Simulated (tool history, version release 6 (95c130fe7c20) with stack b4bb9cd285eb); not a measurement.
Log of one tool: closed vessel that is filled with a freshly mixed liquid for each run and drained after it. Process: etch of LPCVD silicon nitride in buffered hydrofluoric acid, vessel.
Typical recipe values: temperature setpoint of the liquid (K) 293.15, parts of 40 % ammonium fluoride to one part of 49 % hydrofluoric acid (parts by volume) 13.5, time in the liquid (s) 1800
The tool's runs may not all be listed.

run	day	temperature setpoint of the liquid (K)	parts of 40 % ammonium fluoride to one part of 49 % hydrofluoric acid (parts by volume)	time in the liquid (s)	wafers since the last listed run	hours since the thermometer was replaced	hours since the hydrofluoric acid flow meter was replaced	hours since the gauge calibration	read-back film thickness of the LPCVD silicon nitride reference wafer, read on the same gauge (nm)	thickness taken off the LPCVD silicon nitride on a monitor wafer (angstrom)
1	0	293.15	13.5	1800	0	385.7	540.7	213.5	39.48	164.4
2	1.188	293.15	13.5	1800	948	414.2	569.2	242	39.49	165.4
3	1.846	293.15	13.5	1800	525	430	585	257.8	39.48	165.1
# day 2.508: gauge calibrated
4	2.992	293.15	13.5	1800	914	457.5	612.5	11.6	39.89	166.9
5	3.992	293.15	13.5	1800	798	481.5	636.5	35.6	39.78	166.6
6	5.117	293.15	13.5	1800	898	508.5	663.5	62.6	39.7	165.9
7	6.104	293.15	13.5	1800	788	532.2	687.2	86.3	39.67	165.5
8	7.5	290.65	13.5	1800	1114	565.7	720.7	119.8	39.58	144.4
# day 7.804: hydrofluoric acid flow meter replaced
9	8.767	290.65	13.5	1800	978	596.1	23.1	150.2	39.59	143.5
10	9.662	293.15	13.5	1800	715	617.6	44.6	171.7	39.55	165.4
11	10.404	293.15	13.5	1800	592	635.4	62.4	189.5	39.54	166.1
12	10.917	290.15	13.5	1800	409	647.7	74.7	201.8	39.54	139.1
# day 11.625: gauge calibrated
13	11.721	290.15	8.5	1800	642	667	94	2.3	40	215.7
# day 13.125: thermometer replaced
14	13.146	293.15	11.5	1800	1104	0.5	128.2	36.5	39.91	195.1
15	14.379	290.15	17	1195	984	30.1	157.8	66.1	39.84	74.6
16	15.125	296.15	10	1800	595	48	175.7	84	39.82	264.3
17	16.129	290.15	17.5	1240	801	72.1	199.8	108.1	39.76	74.6
18	16.796	293.15	13.5	1800	532	88.1	215.8	124.1	39.74	166.3

Alternative continuations, all from the tool just after run 18; predict every row:
A	16.842	293.15	8.5	1800	36	89.2	216.9	125.2	?	?
B	16.842	290.15	16	2235	36	89.2	216.9	125.2	?	?
C	16.842	294.65	13.5	1800	36	89.2	216.9	125.2	?	?
D	16.842	293.15	10.5	1800	36	89.2	216.9	125.2	?	?

run	read-back film thickness of the LPCVD silicon nitride reference wafer, read on the same gauge (nm)	thickness taken off the LPCVD silicon nitride on a monitor wafer (angstrom)
A	39.71	252.9
B	39.71	147
C	39.71	180.3
D	39.71	212.1
What these runs would have given with no unlogged condition in the tool:
run	thickness taken off the LPCVD silicon nitride on a monitor wafer (angstrom)
A	254.7
B	148.1
C	181.6
D	213.6

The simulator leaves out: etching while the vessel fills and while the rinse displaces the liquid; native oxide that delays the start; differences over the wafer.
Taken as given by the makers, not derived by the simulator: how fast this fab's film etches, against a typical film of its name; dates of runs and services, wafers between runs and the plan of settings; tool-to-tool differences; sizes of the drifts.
